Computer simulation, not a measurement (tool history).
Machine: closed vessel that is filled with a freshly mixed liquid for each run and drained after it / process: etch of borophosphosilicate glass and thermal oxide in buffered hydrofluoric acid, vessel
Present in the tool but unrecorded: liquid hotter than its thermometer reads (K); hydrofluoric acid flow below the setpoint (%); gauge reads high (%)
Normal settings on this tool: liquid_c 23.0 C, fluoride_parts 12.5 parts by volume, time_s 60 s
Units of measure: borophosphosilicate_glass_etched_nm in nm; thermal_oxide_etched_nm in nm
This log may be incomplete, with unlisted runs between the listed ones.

| run | day | liquid_c | fluoride_parts | time_s | wafers since the last listed run | hours since the thermometer was replaced | hours since the hydrofluoric acid flow meter was replaced | hours since the gauge calibration | read-back film thickness of the borophosphosilicate glass reference wafer, read on the same gauge (nm) | read-back film thickness of the thermal oxide reference wafer, read on the same gauge (nm) | borophosphosilicate_glass_etched_nm | thermal_oxide_etched_nm |
|---|---|---|---|---|---|---|---|---|---|---|---|---|
| 1 | 0.000 | 23.0 | 12.5 | 80 | 0 | 2335.6 | 1463.8 | 212.6 | 150.00 | 49.98 | 88.84 | 68.14 |
| 2 | 0.271 | 23.0 | 12.5 | 80 | 538 | 2342.1 | 1470.3 | 219.1 | 149.99 | 50.02 | 89.62 | 68.60 |
| 3 | 0.654 | 23.0 | 12.5 | 80 | 762 | 2351.3 | 1479.5 | 228.3 | 149.98 | 49.96 | 89.45 | 68.33 |
| 4 | 1.104 | 25.5 | 10.0 | 60 | 895 | 2362.1 | 1490.3 | 239.1 | 149.95 | 50.00 | 95.74 | 72.07 |
| 5 | 1.412 | 23.0 | 12.5 | 60 | 613 | 2369.5 | 1497.7 | 246.5 | 149.99 | 50.04 | 67.08 | 51.29 |
| 6 | 2.912 | 23.0 | 12.5 | 60 | 2984 | 2405.5 | 1533.7 | 282.5 | 149.96 | 49.99 | 67.02 | 50.53 |
| 7 | 3.658 | 23.0 | 12.5 | 60 | 1484 | 2423.4 | 1551.6 | 300.4 | 149.98 | 49.99 | 66.49 | 50.32 |
| 8 | 4.346 | 23.0 | 12.5 | 60 | 1367 | 2439.9 | 1568.1 | 316.9 | 150.05 | 50.00 | 66.72 | 49.75 |
| 9 | 5.083 | 23.0 | 12.5 | 60 | 1467 | 2457.6 | 1585.8 | 334.6 | 150.00 | 50.00 | 66.95 | 49.77 |
|  | 5.742 | gauge calibrated |
| 10 | 5.938 | 23.0 | 12.5 | 60 | 1699 | 2478.1 | 1606.3 | 4.7 | 150.03 | 49.99 | 66.93 | 50.46 |
| 11 | 6.571 | 23.0 | 12.5 | 60 | 1260 | 2493.3 | 1621.5 | 19.9 | 150.02 | 50.00 | 66.44 | 50.73 |
| 12 | 7.108 | 26.5 | 11.0 | 45 | 1069 | 2506.2 | 1634.4 | 32.8 | 149.99 | 49.97 | 68.28 | 52.23 |
| 13 | 7.642 | 23.0 | 11.0 | 60 | 1061 | 2519.0 | 1647.2 | 45.6 | 149.98 | 50.02 | 74.62 | 57.37 |
| 14 | 7.904 | 23.0 | 12.5 | 60 | 522 | 2525.3 | 1653.5 | 51.9 | 150.01 | 50.03 | 66.64 | 50.75 |
| 15 | 8.292 | 23.0 | 8.0 | 35 | 771 | 2534.6 | 1662.8 | 61.2 | 149.98 | 50.04 | 57.94 | 43.87 |
| 16 | 8.646 | 21.0 | 11.0 | 30 | 704 | 2543.1 | 1671.3 | 69.7 | 149.99 | 49.99 | 33.65 | 25.29 |
|  | 9.000 | hydrofluoric acid flow meter replaced |
| 17 | 9.312 | 23.0 | 14.5 | 60 | 1243 | 2559.1 | 7.5 | 85.7 | 150.04 | 49.99 | 64.33 | 49.49 |
|  | 9.792 | thermometer replaced |
| 18 | 9.883 | 23.0 | 12.5 | 90 | 1052 | 2.2 | 21.2 | 99.4 | 150.00 | 50.00 | 111.65 | 85.65 |
| 19 | 10.192 | 23.0 | 12.5 | 95 | 613 | 9.6 | 28.6 | 106.8 | 149.99 | 50.01 | 117.87 | 90.72 |
| 20 | 12.150 | 19.5 | 9.0 | 35 | 3896 | 56.6 | 75.6 | 153.8 | 149.98 | 49.99 | 47.93 | 35.97 |
| 21 | 12.442 | 23.0 | 12.5 | 60 | 580 | 63.6 | 82.6 | 160.8 | 149.97 | 49.99 | 74.23 | 55.73 |
| 22 | 13.088 | 23.0 | 16.5 | 60 | 1285 | 79.1 | 98.1 | 176.3 | 149.95 | 49.99 | 56.65 | 43.18 |

The same runs without the tool's hidden state, with the same run-to-run variation:
| run | borophosphosilicate_glass_etched_nm | thermal_oxide_etched_nm |
|---|---|---|
| 1 | 99.44 | 76.23 |
| 2 | 100.37 | 76.78 |
| 3 | 100.25 | 76.54 |
| 4 | 107.33 | 80.73 |
| 5 | 75.29 | 57.54 |
| 6 | 75.44 | 56.85 |
| 7 | 74.96 | 56.70 |
| 8 | 75.32 | 56.12 |
| 9 | 75.69 | 56.23 |
| 10 | 75.80 | 57.10 |
| 11 | 75.33 | 57.48 |
| 12 | 77.46 | 59.21 |
| 13 | 84.77 | 65.12 |
| 14 | 75.76 | 57.66 |
| 15 | 66.48 | 50.26 |
| 16 | 38.31 | 28.76 |
| 17 | 64.91 | 49.94 |
| 18 | 112.76 | 86.50 |
| 19 | 119.11 | 91.67 |
| 20 | 48.37 | 36.29 |
| 21 | 75.31 | 56.53 |
| 22 | 57.53 | 43.85 |

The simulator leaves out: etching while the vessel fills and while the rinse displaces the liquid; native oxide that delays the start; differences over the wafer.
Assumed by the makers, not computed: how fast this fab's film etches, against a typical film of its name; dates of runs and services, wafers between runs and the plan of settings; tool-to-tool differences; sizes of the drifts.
